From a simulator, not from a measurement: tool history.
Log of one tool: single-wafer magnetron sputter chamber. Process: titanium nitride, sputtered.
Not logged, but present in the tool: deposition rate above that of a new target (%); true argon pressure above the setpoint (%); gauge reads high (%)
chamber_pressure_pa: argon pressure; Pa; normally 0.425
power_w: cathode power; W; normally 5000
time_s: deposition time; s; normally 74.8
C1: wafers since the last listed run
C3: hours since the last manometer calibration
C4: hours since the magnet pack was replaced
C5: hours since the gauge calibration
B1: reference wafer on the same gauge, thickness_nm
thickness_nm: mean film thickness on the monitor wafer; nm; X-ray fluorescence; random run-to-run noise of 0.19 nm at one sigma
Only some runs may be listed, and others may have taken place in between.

Run 1, hour 0.0: usual settings; C1 0; wafers on the sputter target 1929; C3 1038.3; C4 5601.7; C5 428.2; B1 51.886. Result: thickness_nm 63.904 nm.
Run 2, hour 7.1: usual settings; C1 91; wafers on the sputter target 2020; C3 1045.4; C4 5608.8; C5 435.3; B1 51.891. Result: thickness_nm 63.839 nm.
Run 3, hour 17.6: usual settings but chamber_pressure_pa 0.486 Pa, time_s 66.6 s; C1 135; wafers on the sputter target 2156; C3 1055.9; C4 5619.3; C5 445.8; B1 51.881. Result: thickness_nm 55.697 nm.
Run 4, hour 33.7: usual settings but chamber_pressure_pa 0.486 Pa, time_s 66.6 s; C1 208; wafers on the sputter target 2365; C3 1072.0; C4 5635.4; C5 461.9; B1 51.878. Result: thickness_nm 55.489 nm.
Run 5, hour 51.4: usual settings but chamber_pressure_pa 0.486 Pa, time_s 66.6 s; C1 228; wafers on the sputter target 2594; C3 1089.7; C4 5653.1; C5 479.6; B1 51.904. Result: thickness_nm 55.247 nm.
Run 6, hour 67.8: usual settings but chamber_pressure_pa 0.292 Pa; C1 212; wafers on the sputter target 2806; C3 1106.1; C4 5669.5; C5 496.0; B1 51.914. Result: thickness_nm 66.909 nm.
Run 7, hour 77.4: usual settings but chamber_pressure_pa 0.292 Pa; C1 124; wafers on the sputter target 2930; C3 1115.7; C4 5679.1; C5 505.6; B1 51.912. Result: thickness_nm 66.380 nm.
Run 8, hour 91.5: usual settings but chamber_pressure_pa 0.344 Pa, power_w 4750 W; C1 182; wafers on the sputter target 3112; C3 1129.8; C4 5693.2; C5 519.7; B1 51.925. Result: thickness_nm 62.700 nm.
At hour 106.8: sputter target and shields replaced.
Run 9, hour 107.3: usual settings; C1 100; wafers on the sputter target 6; C3 1145.6; C4 5709.0; C5 535.5; B1 51.884. Result: thickness_nm 64.408 nm.
Run 10, hour 113.4: usual settings; C1 78; wafers on the sputter target 85; C3 1151.7; C4 5715.1; C5 541.6; B1 51.901. Result: thickness_nm 64.826 nm.
Run 11, hour 122.2: usual settings but power_w 5550 W; C1 113; wafers on the sputter target 199; C3 1160.5; C4 5723.9; C5 550.4; B1 51.929. Result: thickness_nm 70.568 nm.
Run 12, hour 134.3: usual settings but chamber_pressure_pa 0.326 Pa, power_w 5550 W, time_s 60.6 s; C1 156; wafers on the sputter target 355; C3 1172.6; C4 5736.0; C5 562.5; B1 51.930. Result: thickness_nm 59.437 nm.
Run 13, hour 144.1: usual settings but chamber_pressure_pa 0.286 Pa, power_w 5350 W, time_s 85.1 s; C1 126; wafers on the sputter target 482; C3 1182.4; C4 5745.8; C5 572.3; B1 51.894. Result: thickness_nm 82.068 nm.
Run 14, hour 159.7: usual settings but chamber_pressure_pa 0.488 Pa, power_w 4300 W, time_s 86.8 s; C1 201; wafers on the sputter target 684; C3 1198.0; C4 5761.4; C5 587.9; B1 51.879. Result: thickness_nm 63.724 nm.
At hour 181.0: capacitance manometer re-zeroed and calibrated.
Run 15, hour 181.5: usual settings; C1 178; wafers on the sputter target 862; C3 0.5; C4 5783.2; C5 609.7; B1 51.888. Result: thickness_nm 64.331 nm.
Run 16, hour 187.6: usual settings; C1 78; wafers on the sputter target 941; C3 6.6; C4 5789.3; C5 615.8; B1 51.903. Result: thickness_nm 64.361 nm.
Run 17, hour 200.6: usual settings; C1 168; wafers on the sputter target 1109; C3 19.6; C4 5802.3; C5 628.8; B1 51.929. Result: thickness_nm 64.266 nm.
Run 18, hour 212.5: usual settings but chamber_pressure_pa 0.477 Pa, power_w 4650 W, time_s 87.0 s; C1 153; wafers on the sputter target 1263; C3 31.5; C4 5814.2; C5 640.7; B1 51.883. Result: thickness_nm 68.833 nm.
At hour 220.9: magnet pack replaced.
Run 19, hour 221.4: usual settings but chamber_pressure_pa 0.316 Pa, power_w 4200 W, time_s 88.7 s; C1 11; wafers on the sputter target 1275; C3 40.4; C4 0.5; C5 649.6; B1 51.921. Result: thickness_nm 67.800 nm.
Run 20, hour 228.2: usual settings; C1 87; wafers on the sputter target 1363; C3 47.2; C4 7.3; C5 656.4; B1 51.893. Result: thickness_nm 63.985 nm.
Run 21, hour 236.2: usual settings but chamber_pressure_pa 0.284 Pa, time_s 87.0 s; C1 103; wafers on the sputter target 1466; C3 55.2; C4 15.3; C5 664.4; B1 51.904. Result: thickness_nm 78.577 nm.
Run 22, hour 244.1: usual settings but chamber_pressure_pa 0.342 Pa, power_w 5500 W, time_s 70.5 s; C1 102; wafers on the sputter target 1568; C3 63.1; C4 23.2; C5 672.3; B1 51.889. Result: thickness_nm 67.598 nm.
At hour 247.3: gauge calibrated.
Run 23, hour 253.6: usual settings but chamber_pressure_pa 0.536 Pa, power_w 5600 W, time_s 68.1 s; C1 122; wafers on the sputter target 1691; C3 72.6; C4 32.7; C5 6.3; B1 51.927. Result: thickness_nm 61.664 nm.
Run 24, hour 265.9: usual settings; C1 159; wafers on the sputter target 1851; C3 84.9; C4 45.0; C5 18.6; B1 51.897. Result: thickness_nm 63.994 nm.
Run 25, hour 280.9: usual settings but chamber_pressure_pa 0.588 Pa; C1 194; wafers on the sputter target 2045; C3 99.9; C4 60.0; C5 33.6; B1 51.947. Result: thickness_nm 59.701 nm.
Run 26, hour 296.7: usual settings but chamber_pressure_pa 0.552 Pa, time_s 60.5 s; C1 204; wafers on the sputter target 2249; C3 115.7; C4 75.8; C5 49.4; B1 51.926. Result: thickness_nm 49.038 nm.
At hour 306.5: sputter target and shields replaced.
Run 27, hour 307.0: usual settings but power_w 5750 W, time_s 67.8 s; C1 29; wafers on the sputter target 6; C3 126.0; C4 86.1; C5 59.7; B1 51.871. Result: thickness_nm 65.976 nm.
Run 28, hour 310.7: usual settings but chamber_pressure_pa 0.516 Pa, time_s 82.3 s; C1 47; wafers on the sputter target 54; C3 129.7; C4 89.8; C5 63.4; B1 51.890. Result: thickness_nm 68.523 nm.
Run 29, hour 323.7: usual settings but chamber_pressure_pa 0.563 Pa, power_w 4350 W, time_s 65.4 s; C1 168; wafers on the sputter target 222; C3 142.7; C4 102.8; C5 76.4; B1 51.869. Result: thickness_nm 47.173 nm.
Run 30, hour 334.8: usual settings; C1 143; wafers on the sputter target 366; C3 153.8; C4 113.9; C5 87.5; B1 51.914. Result: thickness_nm 64.163 nm.
Run 31, hour 349.6: usual settings but chamber_pressure_pa 0.378 Pa, power_w 3950 W, time_s 61.0 s; C1 191; wafers on the sputter target 557; C3 168.6; C4 128.7; C5 102.3; B1 51.874. Result: thickness_nm 43.157 nm.
Run 32, hour 358.7: usual settings; C1 117; wafers on the sputter target 675; C3 177.7; C4 137.8; C5 111.4; B1 51.891. Result: thickness_nm 63.714 nm.
Run 33, hour 374.7: usual settings but chamber_pressure_pa 0.499 Pa, power_w 6250 W, time_s 79.6 s; C1 206; wafers on the sputter target 882; C3 193.7; C4 153.8; C5 127.4; B1 51.906. Result: thickness_nm 80.473 nm.
Run 34, hour 391.3: usual settings but chamber_pressure_pa 0.378 Pa, power_w 3950 W, time_s 61.0 s; C1 214; wafers on the sputter target 1097; C3 210.3; C4 170.4; C5 144.0; B1 51.902. Result: thickness_nm 42.990 nm.
Run 35, hour 401.1: usual settings but power_w 4300 W; C1 126; wafers on the sputter target 1224; C3 220.1; C4 180.2; C5 153.8; B1 51.910. Result: thickness_nm 55.869 nm.

What differs in the tool's unlogged condition from the final listed run ahead of each entry between runs to the first listed run following it?
After run 8, before run 9: sputter target and shields replaced (hour 106.8)
  deposition rate above that of a new target (%): -1.54 -> -0.099
  measured less the result without the state, thickness_nm: -0.982 -> -0.064 nm
After run 14, before run 15: capacitance manometer re-zeroed and calibrated (hour 181.0)
  deposition rate above that of a new target (%): -0.407 -> -0.536
  measured less the result without the state, thickness_nm: -0.261 -> -0.346 nm
After run 18, before run 19: magnet pack replaced (hour 220.9)
  deposition rate above that of a new target (%): -0.718 -> -0.77
  measured less the result without the state, thickness_nm: -0.498 -> -0.526 nm
After run 22, before run 23: gauge calibrated (hour 247.3)
  deposition rate above that of a new target (%): -0.904 -> -0.96
  measured less the result without the state, thickness_nm: -0.616 -> -0.598 nm
After run 26, before run 27: sputter target and shields replaced (hour 306.5)
  deposition rate above that of a new target (%): -1.21 -> -0.254
  measured less the result without the state, thickness_nm: -0.602 -> -0.168 nm
